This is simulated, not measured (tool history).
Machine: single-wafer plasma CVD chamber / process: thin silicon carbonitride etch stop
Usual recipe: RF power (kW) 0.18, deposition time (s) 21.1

| run | hour | RF power (kW) | deposition time (s) | wafers since the last listed run | hours since the last thermocouple change | hours since the last RF generator calibration | hours since the showerhead was replaced | hours since the gauge calibration | read-back reference wafer on the same gauge, thickness_nm | mean film thickness on the monitor wafer (angstrom) |
|---|---|---|---|---|---|---|---|---|---|---|
| 1 | 0 | 0.18 | 21.1 | 0 | 2009.2 | 1475.8 | 3775 | 421.1 | 13.194 | 121.84 |
| 2 | 68.6 | 0.18 | 21.1 | 2804 | 2077.8 | 1544.4 | 3843.6 | 489.7 | 13.202 | 122.45 |
| 3 | 126.4 | 0.18 | 18 | 2363 | 2135.6 | 1602.2 | 3901.4 | 547.5 | 13.201 | 103.96 |
| 4 | 163.1 | 0.18 | 21.1 | 1500 | 2172.3 | 1638.9 | 3938.1 | 584.2 | 13.193 | 122.08 |
| 5 | 197.9 | 0.18 | 21.1 | 1422 | 2207.1 | 1673.7 | 3972.9 | 619 | 13.193 | 121.25 |
| 6 | 233 | 0.18 | 21.1 | 1435 | 2242.2 | 1708.8 | 4008 | 654.1 | 13.213 | 121.1 |
| 7 | 263.6 | 0.18 | 21.1 | 1251 | 2272.8 | 1739.4 | 4038.6 | 684.7 | 13.203 | 121.14 |
| 8 | 318.1 | 0.18 | 21.1 | 2228 | 2327.3 | 1793.9 | 4093.1 | 739.2 | 13.186 | 121.43 |
| 9 | 344.5 | 0.18 | 21.1 | 1079 | 2353.7 | 1820.3 | 4119.5 | 765.6 | 13.19 | 121.77 |
| 10 | 384.2 | 0.18 | 21.1 | 1623 | 2393.4 | 1860 | 4159.2 | 805.3 | 13.196 | 121.37 |
| 11 | 413.2 | 0.18 | 21.1 | 1185 | 2422.4 | 1889 | 4188.2 | 834.3 | 13.211 | 121.19 |
| 12 | 438.6 | 0.19 | 21.1 | 1038 | 2447.8 | 1914.4 | 4213.6 | 859.7 | 13.197 | 122.15 |
| 13 | 509.7 | 0.19 | 21.1 | 2907 | 2518.9 | 1985.5 | 4284.7 | 930.8 | 13.197 | 122.58 |
| 14 | 539.6 | 0.155 | 23.1 | 1222 | 2548.8 | 2015.4 | 4314.6 | 960.7 | 13.207 | 128.83 |
| 15 | 577 | 0.18 | 21.1 | 1529 | 2586.2 | 2052.8 | 4352 | 998.1 | 13.191 | 120.73 |
|  | 626.2 | RF generator calibrated |
| 16 | 639.5 | 0.15 | 23.4 | 2228 | 2648.7 | 13.3 | 4414.5 | 1060.6 | 13.203 | 131.54 |
| 17 | 670.4 | 0.16 | 18.2 | 1263 | 2679.6 | 44.2 | 4445.4 | 1091.5 | 13.203 | 103.77 |
|  | 687.8 | showerhead replaced |
| 18 | 874.1 | 0.18 | 17.6 | 8001 | 2883.3 | 247.9 | 186.3 | 1295.2 | 13.203 | 103.27 |
| 19 | 940.8 | 0.18 | 21.1 | 2727 | 2950 | 314.6 | 253 | 1361.9 | 13.221 | 122.94 |
| 20 | 1003.4 | 0.155 | 17.4 | 2559 | 3012.6 | 377.2 | 315.6 | 1424.5 | 13.186 | 98.29 |
|  | 1016.8 | gauge calibrated |
|  | 1059.3 | thermocouple changed; heater temperature recalibrated |
| 21 | 1059.8 | 0.215 | 17.9 | 1978 | 0.5 | 433.6 | 372 | 43 | 13.218 | 108.41 |
| 22 | 1148.7 | 0.145 | 22.3 | 3634 | 89.4 | 522.5 | 460.9 | 131.9 | 13.204 | 124.65 |
| 23 | 1211.3 | 0.165 | 25.1 | 2559 | 152 | 585.1 | 523.5 | 194.5 | 13.201 | 142.82 |
| 24 | 1276.2 | 0.2 | 22.2 | 2653 | 216.9 | 650 | 588.4 | 259.4 | 13.209 | 131.49 |
| 25 | 1326.7 | 0.16 | 19.1 | 2064 | 267.4 | 700.5 | 638.9 | 309.9 | 13.185 | 108.38 |
| 26 | 1419.9 | 0.145 | 23.3 | 3810 | 360.6 | 793.7 | 732.1 | 403.1 | 13.188 | 129.82 |
| 27 | 1462.7 | 0.21 | 22.3 | 1749 | 403.4 | 836.5 | 774.9 | 445.9 | 13.195 | 134.06 |

Forecast each of these 5 alternatives for the next run:
| A | 1463.1 | 0.18 | 21.1 | 16 | 403.8 | 836.9 | 775.3 | 446.3 | ? | ? |
| B | 1463.1 | 0.19 | 18.1 | 16 | 403.8 | 836.9 | 775.3 | 446.3 | ? | ? |
| C | 1463.1 | 0.145 | 24.2 | 16 | 403.8 | 836.9 | 775.3 | 446.3 | ? | ? |
| D | 1463.1 | 0.18 | 22.5 | 16 | 403.8 | 836.9 | 775.3 | 446.3 | ? | ? |
| E | 1463.1 | 0.21 | 24 | 16 | 403.8 | 836.9 | 775.3 | 446.3 | ? | ? |

| run | read-back reference wafer on the same gauge, thickness_nm | mean film thickness on the monitor wafer (angstrom) |
|---|---|---|
| A | 13.211 | 122.95 |
| B | 13.211 | 106.66 |
| C | 13.211 | 135.05 |
| D | 13.211 | 131.11 |
| E | 13.211 | 144.49 |
With no hidden state in the tool, these same runs would have given:
| run | mean film thickness on the monitor wafer (angstrom) |
|---|---|
| A | 123.35 |
| B | 107.01 |
| C | 135.49 |
| D | 131.53 |
| E | 144.96 |

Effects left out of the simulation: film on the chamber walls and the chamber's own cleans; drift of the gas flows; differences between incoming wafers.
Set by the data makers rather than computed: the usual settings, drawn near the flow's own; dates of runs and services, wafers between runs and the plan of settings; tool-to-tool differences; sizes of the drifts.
